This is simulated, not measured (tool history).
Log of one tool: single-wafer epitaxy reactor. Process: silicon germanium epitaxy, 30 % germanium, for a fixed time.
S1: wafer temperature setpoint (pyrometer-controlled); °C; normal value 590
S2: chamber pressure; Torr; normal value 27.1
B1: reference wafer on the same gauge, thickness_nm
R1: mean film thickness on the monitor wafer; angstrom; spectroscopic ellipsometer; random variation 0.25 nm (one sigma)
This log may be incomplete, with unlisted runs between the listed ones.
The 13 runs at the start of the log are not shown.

| run | day | S1 | S2 | B1 | R1 |
|---|---|---|---|---|---|
| 14 | 28.725 | 590 | 29.1 | 51.771 | 513.07 |
| 15 | 31.658 | 590 | 29.1 | 51.722 | 505.91 |
| 16 | 33.296 | 590 | 27.1 | 51.874 | 495.56 |
| 17 | 34.617 | 590 | 27.1 | 51.790 | 491.31 |
| 18 | 35.896 | 590 | 24.2 | 51.861 | 468.51 |
| 19 | 37.000 | 601 | 31.0 | 51.677 | 657.75 |
| 20 | 39.442 | 590 | 27.1 | 51.836 | 493.63 |
| 21 | 41.375 | 590 | 27.1 | 51.769 | 494.07 |
| 22 | 47.058 | 590 | 27.1 | 51.707 | 495.24 |
|  | 47.512 | pyrometer calibrated |
| 23 | 49.292 | 590 | 29.1 | 51.822 | 507.99 |
| 24 | 51.642 | 598 | 29.2 | 51.801 | 600.79 |
| 25 | 52.867 | 595 | 27.1 | 51.901 | 547.86 |
|  | 52.933 | gauge calibrated |
| 26 | 54.950 | 590 | 33.7 | 51.792 | 542.38 |
|  | 56.579 | showerhead replaced, of another model than before |
|  | 56.654 | capacitance manometer re-zeroed and calibrated |
| 27 | 56.704 | 590 | 27.1 | 51.772 | 514.80 |
| 28 | 59.025 | 590 | 30.5 | 51.749 | 549.54 |
| 29 | 60.479 | 590 | 31.4 | 51.739 | 558.33 |
| 30 | 61.742 | 594 | 22.2 | 51.783 | 485.69 |
| 31 | 69.179 | 590 | 27.1 | 51.848 | 505.40 |
| 32 | 70.850 | 590 | 27.1 | 51.790 | 502.84 |
| 33 | 73.721 | 585 | 31.5 | 51.768 | 493.47 |
| 34 | 75.746 | 582 | 22.5 | 51.756 | 372.92 |
| 35 | 76.838 | 605 | 23.0 | 51.691 | 610.44 |
| 36 | 81.392 | 579 | 22.3 | 51.761 | 344.12 |

Forecast each of these 3 alternatives for the next run:
| A | 81.408 | 590 | 27.1 | ? | ? |
| B | 81.408 | 596 | 20.5 | ? | ? |
| C | 81.408 | 577 | 21.7 | ? | ? |

| run | B1 | R1 |
|---|---|---|
| A | 51.766 | 501.97 |
| B | 51.766 | 470.61 |
| C | 51.766 | 327.72 |
With the hidden condition removed and each run's random variation left untouched, the same runs would have given:
| run | R1 |
|---|---|
| A | 512.35 |
| B | 480.33 |
| C | 334.49 |

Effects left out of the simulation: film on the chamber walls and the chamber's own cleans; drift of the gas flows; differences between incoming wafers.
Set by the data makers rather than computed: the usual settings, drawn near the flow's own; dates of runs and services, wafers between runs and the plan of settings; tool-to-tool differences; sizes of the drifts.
